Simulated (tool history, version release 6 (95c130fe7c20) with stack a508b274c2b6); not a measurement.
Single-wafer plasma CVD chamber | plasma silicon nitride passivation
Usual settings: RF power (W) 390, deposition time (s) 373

| run | hour | RF power (W) | deposition time (s) | read-back reference wafer on the same gauge, thickness_nm | mean film thickness on the monitor wafer (angstrom) |
|---|---|---|---|---|---|
| 1 | 0 | 390 | 323 | 485.01 | 4531.96 |
| 2 | 12.9 | 390 | 373 | 485.004 | 5230.63 |
| 3 | 25.8 | 410 | 357 | 485.027 | 5083.35 |
| 4 | 39.8 | 390 | 373 | 485.049 | 5208.3 |
| 5 | 45.9 | 390 | 421 | 484.996 | 5904.54 |
| 6 | 58.5 | 390 | 421 | 485.007 | 5884.25 |
|  | 75.2 | showerhead replaced |
| 7 | 75.7 | 390 | 373 | 485.062 | 5217.64 |
| 8 | 76.1 | 390 | 373 | 484.919 | 5228.18 |
| 9 | 84.2 | 390 | 373 | 485.029 | 5229.25 |
| 10 | 94.5 | 390 | 373 | 484.955 | 5227.17 |
| 11 | 108.2 | 390 | 373 | 484.93 | 5220.57 |
| 12 | 122.4 | 330 | 345 | 484.954 | 4613.1 |
| 13 | 132.5 | 390 | 323 | 484.975 | 4527.79 |
| 14 | 146 | 315 | 428 | 485.046 | 5641.9 |
|  | 149 | gauge calibrated |
| 15 | 154.5 | 450 | 323 | 484.869 | 4720.13 |
| 16 | 171.9 | 390 | 321 | 485.063 | 4496.54 |

Run 17 comes next. What will it give?
|  | 187 | RF generator calibrated |
| 17 | 187.5 | 330 | 411 | ? | ? |

read-back reference wafer on the same gauge, thickness_nm: 485.061
mean film thickness on the monitor wafer (angstrom): 5494.26
Without the tool's hidden state the same run would have given mean film thickness on the monitor wafer (angstrom) 5494.26.
